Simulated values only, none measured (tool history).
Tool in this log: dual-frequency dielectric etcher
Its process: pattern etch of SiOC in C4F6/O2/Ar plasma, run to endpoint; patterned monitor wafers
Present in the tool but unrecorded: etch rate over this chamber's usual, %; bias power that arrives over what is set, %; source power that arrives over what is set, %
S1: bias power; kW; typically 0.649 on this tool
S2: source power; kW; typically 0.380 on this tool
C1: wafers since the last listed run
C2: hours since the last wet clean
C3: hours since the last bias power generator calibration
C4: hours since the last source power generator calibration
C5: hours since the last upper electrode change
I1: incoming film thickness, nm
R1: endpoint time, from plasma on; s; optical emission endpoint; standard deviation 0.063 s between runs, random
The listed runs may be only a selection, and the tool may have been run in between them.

{"run": 1, "hour": 0.0, "S1": 0.649, "S2": 0.38, "C1": 0, "C2": 62.0, "C3": 3969.1, "C4": 4754.9, "C5": 4622.0, "I1": 29.39, "R1": 9.4}
{"run": 2, "hour": 32.1, "S1": 0.539, "S2": 0.45, "C1": 465, "C2": 94.1, "C3": 4001.2, "C4": 4787.0, "C5": 4654.1, "I1": 29.46, "R1": 9.5}
{"run": 3, "hour": 67.5, "S1": 0.539, "S2": 0.45, "C1": 513, "C2": 129.5, "C3": 4036.6, "C4": 4822.4, "C5": 4689.5, "I1": 29.45, "R1": 9.5}
{"run": 4, "hour": 84.5, "S1": 0.649, "S2": 0.38, "C1": 246, "C2": 146.5, "C3": 4053.6, "C4": 4839.4, "C5": 4706.5, "I1": 29.54, "R1": 9.4}
{"run": 5, "hour": 103.6, "S1": 0.649, "S2": 0.38, "C1": 277, "C2": 165.6, "C3": 4072.7, "C4": 4858.5, "C5": 4725.6, "I1": 29.3, "R1": 9.3}
{"run": 6, "hour": 135.4, "S1": 0.649, "S2": 0.38, "C1": 461, "C2": 197.4, "C3": 4104.5, "C4": 4890.3, "C5": 4757.4, "I1": 29.69, "R1": 9.4}
{"run": 7, "hour": 171.1, "S1": 0.649, "S2": 0.38, "C1": 517, "C2": 233.1, "C3": 4140.2, "C4": 4926.0, "C5": 4793.1, "I1": 29.96, "R1": 9.4}
{"run": 8, "hour": 203.1, "S1": 0.649, "S2": 0.38, "C1": 464, "C2": 265.1, "C3": 4172.2, "C4": 4958.0, "C5": 4825.1, "I1": 29.8, "R1": 9.4}
{"run": 9, "hour": 229.7, "S1": 0.745, "S2": 0.38, "C1": 385, "C2": 291.7, "C3": 4198.8, "C4": 4984.6, "C5": 4851.7, "I1": 29.56, "R1": 8.8}
{"run": 10, "hour": 244.9, "S1": 0.745, "S2": 0.38, "C1": 220, "C2": 306.9, "C3": 4214.0, "C4": 4999.8, "C5": 4866.9, "I1": 29.38, "R1": 8.7}
{"run": 11, "hour": 275.5, "S1": 0.745, "S2": 0.38, "C1": 443, "C2": 337.5, "C3": 4244.6, "C4": 5030.4, "C5": 4897.5, "I1": 29.38, "R1": 8.7}
{"run": 12, "hour": 297.0, "S1": 0.649, "S2": 0.38, "C1": 311, "C2": 359.0, "C3": 4266.1, "C4": 5051.9, "C5": 4919.0, "I1": 29.55, "R1": 9.2}
{"run": 13, "hour": 321.0, "S1": 0.649, "S2": 0.38, "C1": 348, "C2": 383.0, "C3": 4290.1, "C4": 5075.9, "C5": 4943.0, "I1": 30.05, "R1": 9.5}
{"hour": 329.6, "done": "source power generator calibrated"}
{"run": 14, "hour": 340.7, "S1": 0.753, "S2": 0.38, "C1": 227, "C2": 402.7, "C3": 4309.8, "C4": 11.1, "C5": 4962.7, "I1": 29.26, "R1": 8.5}
{"hour": 356.3, "done": "bias power generator calibrated"}
{"hour": 365.8, "done": "upper electrode replaced"}
{"run": 15, "hour": 369.7, "S1": 0.753, "S2": 0.38, "C1": 224, "C2": 431.7, "C3": 13.4, "C4": 40.1, "C5": 3.9, "I1": 29.5, "R1": 8.6}
{"run": 16, "hour": 392.8, "S1": 0.753, "S2": 0.38, "C1": 335, "C2": 454.8, "C3": 36.5, "C4": 63.2, "C5": 27.0, "I1": 29.91, "R1": 8.8}
{"run": 17, "hour": 407.6, "S1": 0.522, "S2": 0.35, "C1": 214, "C2": 469.6, "C3": 51.3, "C4": 78.0, "C5": 41.8, "I1": 29.66, "R1": 10.4}
{"run": 18, "hour": 422.4, "S1": 0.745, "S2": 0.38, "C1": 214, "C2": 484.4, "C3": 66.1, "C4": 92.8, "C5": 56.6, "I1": 29.48, "R1": 8.6}
{"run": 19, "hour": 448.9, "S1": 0.698, "S2": 0.3, "C1": 384, "C2": 510.9, "C3": 92.6, "C4": 119.3, "C5": 83.1, "I1": 29.64, "R1": 9.8}
{"run": 20, "hour": 482.9, "S1": 0.524, "S2": 0.47, "C1": 493, "C2": 544.9, "C3": 126.6, "C4": 153.3, "C5": 117.1, "I1": 29.81, "R1": 9.2}
{"hour": 507.2, "done": "wet clean of the chamber"}
{"run": 21, "hour": 507.7, "S1": 0.729, "S2": 0.35, "C1": 11, "C2": 0.5, "C3": 151.4, "C4": 178.1, "C5": 141.9, "I1": 29.61, "R1": 9.4}
{"run": 22, "hour": 523.9, "S1": 0.649, "S2": 0.38, "C1": 234, "C2": 16.7, "C3": 167.6, "C4": 194.3, "C5": 158.1, "I1": 29.77, "R1": 9.7}
{"run": 23, "hour": 547.5, "S1": 0.649, "S2": 0.38, "C1": 342, "C2": 40.3, "C3": 191.2, "C4": 217.9, "C5": 181.7, "I1": 29.42, "R1": 9.5}
{"run": 24, "hour": 575.3, "S1": 0.729, "S2": 0.32, "C1": 403, "C2": 68.1, "C3": 219.0, "C4": 245.7, "C5": 209.5, "I1": 29.66, "R1": 9.8}
{"run": 25, "hour": 605.3, "S1": 0.741, "S2": 0.46, "C1": 435, "C2": 98.1, "C3": 249.0, "C4": 275.7, "C5": 239.5, "I1": 29.59, "R1": 8.3}
{"run": 26, "hour": 618.6, "S1": 0.807, "S2": 0.45, "C1": 192, "C2": 111.4, "C3": 262.3, "C4": 289.0, "C5": 252.8, "I1": 29.82, "R1": 8.2}
{"run": 27, "hour": 635.8, "S1": 0.649, "S2": 0.45, "C1": 249, "C2": 128.6, "C3": 279.5, "C4": 306.2, "C5": 270.0, "I1": 29.63, "R1": 8.8}
{"run": 28, "hour": 659.7, "S1": 0.563, "S2": 0.45, "C1": 346, "C2": 152.5, "C3": 303.4, "C4": 330.1, "C5": 293.9, "I1": 29.51, "R1": 9.4}
{"run": 29, "hour": 676.5, "S1": 0.524, "S2": 0.47, "C1": 243, "C2": 169.3, "C3": 320.2, "C4": 346.9, "C5": 310.7, "I1": 29.47, "R1": 9.5}
{"run": 30, "hour": 702.9, "S1": 0.649, "S2": 0.34, "C1": 382, "C2": 195.7, "C3": 346.6, "C4": 373.3, "C5": 337.1, "I1": 29.45, "R1": 9.7}
{"run": 31, "hour": 724.7, "S1": 0.783, "S2": 0.35, "C1": 316, "C2": 217.5, "C3": 368.4, "C4": 395.1, "C5": 358.9, "I1": 29.86, "R1": 9.0}
{"run": 32, "hour": 748.2, "S1": 0.801, "S2": 0.41, "C1": 340, "C2": 241.0, "C3": 391.9, "C4": 418.6, "C5": 382.4, "I1": 29.4, "R1": 8.3}

Hidden state at the last listed run before each entry between runs and at the first one after, where it differs:
Runs 13 to 14: source power generator calibrated (hour 329.6)
  etch rate over this chamber's usual, %: 3.1 -> 3.26
  what was measured, less what the result would be without the hidden state, R1: -0.3 -> -0.3 s
Runs 14 to 15: bias power generator calibrated (hour 356.3); upper electrode replaced (hour 365.8)
  etch rate over this chamber's usual, %: 3.26 -> 3.5
  what was measured, less what the result would be without the hidden state, R1: -0.3 -> -0.3 s
Runs 20 to 21: wet clean of the chamber (hour 507.2)
  etch rate over this chamber's usual, %: 4.43 -> -0.414
  what was measured, less what the result would be without the hidden state, R1: -0.4 -> +0.1 s
